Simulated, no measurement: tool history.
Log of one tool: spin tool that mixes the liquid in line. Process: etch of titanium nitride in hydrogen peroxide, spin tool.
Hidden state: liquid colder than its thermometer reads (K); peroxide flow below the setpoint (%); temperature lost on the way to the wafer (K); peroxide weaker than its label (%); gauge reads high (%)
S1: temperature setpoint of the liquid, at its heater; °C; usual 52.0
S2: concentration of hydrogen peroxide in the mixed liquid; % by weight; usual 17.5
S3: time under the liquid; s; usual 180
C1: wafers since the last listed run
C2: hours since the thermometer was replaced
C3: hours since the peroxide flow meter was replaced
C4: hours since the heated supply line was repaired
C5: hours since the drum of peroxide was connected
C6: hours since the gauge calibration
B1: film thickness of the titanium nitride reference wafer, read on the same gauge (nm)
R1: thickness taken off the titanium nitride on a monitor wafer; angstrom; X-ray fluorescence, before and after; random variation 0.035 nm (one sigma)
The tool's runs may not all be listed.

run	day	S1	S2	S3	C1	C2	C3	C4	C5	C6	B1	R1
1	0.000	52.0	17.5	180	0	970.1	169.4	1034.6	788.5	1188.1	39.99	52.8
2	1.625	52.0	17.5	180	322	1009.1	208.4	1073.6	827.5	1227.1	40.03	51.8
3	3.129	52.0	17.5	180	298	1045.2	244.5	1109.7	863.6	1263.2	39.95	52.2
4	5.517	52.0	17.5	180	473	1102.5	301.8	1167.0	920.9	1320.5	39.99	52.8
5	7.200	52.0	17.5	180	333	1142.9	342.2	1207.4	961.3	1360.9	40.03	52.5
6	8.454	59.5	17.5	180	248	1173.0	372.3	1237.5	991.4	1391.0	39.96	88.1
7	9.654	59.5	17.5	180	237	1201.8	401.1	1266.3	1020.2	1419.8	40.00	88.2
8	10.667	59.5	17.5	180	200	1226.1	425.4	1290.6	1044.5	1444.1	40.05	88.2
9	13.446	52.0	17.5	235	551	1292.8	492.1	1357.3	1111.2	1510.8	40.03	67.5
10	15.829	52.0	17.5	180	472	1350.0	549.3	1414.5	1168.4	1568.0	40.03	51.9
11	17.617	52.0	17.5	180	354	1392.9	592.2	1457.4	1211.3	1610.9	40.02	52.2
# day 17.767: new drum of peroxide connected
12	18.733	52.0	17.5	180	213	1419.7	619.0	1484.2	23.2	1637.7	39.98	52.3
# day 18.800: gauge calibrated
13	20.846	52.0	17.5	180	418	1470.4	669.7	1534.9	73.9	49.1	40.01	52.4
14	22.846	48.5	17.5	255	396	1518.4	717.7	1582.9	121.9	97.1	40.02	57.3
15	25.571	52.0	20.5	90	540	1583.8	783.1	1648.3	187.3	162.5	40.03	26.6
# day 27.788: peroxide flow meter replaced
16	27.988	52.0	16.0	180	470	1641.8	4.8	1706.3	245.3	220.5	39.98	50.3
17	30.183	56.5	16.0	180	435	1694.5	57.5	1759.0	298.0	273.2	40.02	70.4
18	31.529	56.5	20.0	210	266	1726.8	89.8	1791.3	330.3	305.5	40.01	85.2
19	32.988	46.5	13.0	95	289	1761.8	124.8	1826.3	365.3	340.5	40.01	17.5
# day 33.196: thermometer replaced
20	35.854	56.5	16.0	270	560	63.8	193.6	1895.1	434.1	409.3	40.03	104.7
# day 36.667: heated supply line repaired
21	44.783	58.0	20.0	220	1762	278.1	407.9	194.8	648.4	623.6	40.03	100.4
22	46.975	44.0	15.5	180	434	330.7	460.5	247.4	701.0	676.2	39.99	28.2
23	48.879	52.0	17.5	180	377	376.4	506.2	293.1	746.7	721.9	39.96	52.1
24	50.700	52.0	17.5	180	361	420.1	549.9	336.8	790.4	765.6	39.98	52.1
25	53.267	45.5	12.5	110	508	481.7	611.5	398.4	852.0	827.2	40.03	18.7

3 ways to go on from here, each from the tool as it stands after run 25. What would each give?
A	53.288	52.0	17.5	180	4	482.2	612.0	398.9	852.5	827.7	?	?
B	53.288	57.5	21.0	275	4	482.2	612.0	398.9	852.5	827.7	?	?
C	53.288	52.0	21.0	180	4	482.2	612.0	398.9	852.5	827.7	?	?

run	B1	R1
A	40.03	52.7
B	40.03	123.1
C	40.03	54.8
Without the tool's hidden state the same runs would have given:
run	R1
A	52.7
B	123.1
C	54.8

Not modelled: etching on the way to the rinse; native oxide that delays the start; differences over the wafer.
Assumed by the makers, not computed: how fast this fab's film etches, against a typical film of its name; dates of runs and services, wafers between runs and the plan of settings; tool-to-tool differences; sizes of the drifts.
